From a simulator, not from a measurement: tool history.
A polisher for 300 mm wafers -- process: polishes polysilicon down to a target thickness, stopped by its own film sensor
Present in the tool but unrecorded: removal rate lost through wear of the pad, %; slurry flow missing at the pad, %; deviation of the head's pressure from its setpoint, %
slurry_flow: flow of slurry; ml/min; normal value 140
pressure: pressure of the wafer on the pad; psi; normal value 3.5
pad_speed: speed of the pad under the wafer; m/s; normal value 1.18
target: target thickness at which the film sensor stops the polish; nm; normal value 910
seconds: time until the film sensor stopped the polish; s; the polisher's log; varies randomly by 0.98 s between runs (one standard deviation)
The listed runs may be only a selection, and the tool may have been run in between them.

run,hour,slurry_flow,pressure,pad_speed,target,wafers since the last listed run,wafers polished on this pad,hours since the slurry nozzle was cleaned,hours since the head pressure was calibrated,"incoming thickness of the incoming film, nm",seconds
1,0,140,3.5,1.18,849,0,417,440.6,635.8,1460.2,67.8
2,42.9,140,3.5,1.18,910,386,804,483.5,678.7,1429.9,55.7
3,56.5,140,3.5,1.18,910,122,926,497.1,692.3,1436.8,55.1
# hour 74: worn pad replaced by a new one
4,74.5,140,4.4,1.18,910,126,4,515.1,710.3,1451.8,46.5
5,86,140,3.5,1.18,910,103,108,526.6,721.8,1437.3,60.1
6,94.6,140,3.5,1.18,910,77,185,535.2,730.4,1434.3,59.7
# hour 101.6: head pressure recalibrated
7,103.7,140,3.5,1.18,910,63,249,544.3,2.1,1425.2,50.2
8,109.7,140,3.5,1.18,910,54,303,550.3,8.1,1455.5,56.4
9,124.3,140,3.5,1.18,910,131,435,564.9,22.7,1438.3,52
10,139.6,140,3.5,1.18,910,137,572,580.2,38,1435.8,53.6
# hour 153.5: slurry nozzle cleaned
11,156.8,140,3.5,1.18,910,145,718,3.3,55.2,1445.1,54.5
12,165.1,140,3.5,1.18,990,74,793,11.6,63.5,1440.6,47
13,179,140,3.8,1.02,1001,125,918,25.5,77.4,1434,45.4
14,192,140,3.5,1.18,910,117,1035,38.5,90.4,1421.1,52.8
15,202,140,2.5,1.36,1047,90,1125,48.5,100.4,1443.2,48.3
# hour 207: worn pad replaced by a new one
16,214.9,155,3.5,1.18,758,80,71,61.4,113.3,1454.7,67.6
17,232.5,175,2.3,0.8,910,158,229,79,130.9,1471.5,127.6
18,249.9,175,3.5,1.18,1041,156,386,96.4,148.3,1472.1,44.7
19,258.9,140,3.5,1.18,910,81,467,105.4,157.3,1455.7,57.6
20,275.5,140,3.5,1.18,910,149,616,122,173.9,1471.1,58.1
21,282.9,140,3.5,1.18,910,66,683,129.4,181.3,1428,53.6
22,289.2,120,3.5,1.18,858,56,740,135.7,187.6,1434.4,63.8
23,299.1,95,3.5,1.18,822,89,829,145.6,197.5,1462.3,75.1
24,308.6,140,3.5,1.18,910,85,914,155.1,207,1443.9,57.7
# hour 335.6: worn pad replaced by a new one
25,336.1,140,3.5,1.18,910,211,4,182.6,234.5,1446.6,55.3
26,349.1,140,3.5,1.18,969,117,121,195.6,247.5,1460.3,51.2
27,364.8,140,3.5,1.18,910,141,263,211.3,263.2,1426.9,53
28,381.8,140,3.5,1.18,910,153,416,228.3,280.2,1431.6,55.4
29,393.3,140,2.6,1.28,910,103,519,239.8,291.7,1437,72.8
30,411.1,140,4,1.6,759,160,680,257.6,309.5,1458.7,49.3
31,422.2,140,2.3,0.94,819,99,780,268.7,320.6,1444.4,130.7
32,428.7,180,3.5,1.18,1090,58,838,275.2,327.1,1472.8,40
33,436.2,140,3.5,1.18,910,67,906,282.7,334.6,1455,56.9
34,447.9,140,3.5,0.82,910,105,1011,294.4,346.3,1439.7,80.4
# hour 456.1: worn pad replaced by a new one
35,464,95,3.5,1.18,910,108,71,310.5,362.4,1451.2,64.9
36,476.8,140,3.5,1.5,910,115,186,323.3,375.2,1428.8,44.3

Run by run, hidden condition taken away, random variation retained:
run,seconds
1,60.2
2,49.4
3,48.9
4,41.2
5,53.2
6,52.8
7,49.6
8,55.6
9,50.8
10,52
11,52.6
12,45.2
13,43.5
14,50.3
15,45.9
16,63.9
17,119.9
18,41.8
19,53.7
20,53.9
21,49.7
22,59
23,69.3
24,53.1
25,50.6
26,46.7
27,48.2
28,50.2
29,65.9
30,44.5
31,117.7
32,36
33,51.1
34,72.1
35,58.1
36,39.6

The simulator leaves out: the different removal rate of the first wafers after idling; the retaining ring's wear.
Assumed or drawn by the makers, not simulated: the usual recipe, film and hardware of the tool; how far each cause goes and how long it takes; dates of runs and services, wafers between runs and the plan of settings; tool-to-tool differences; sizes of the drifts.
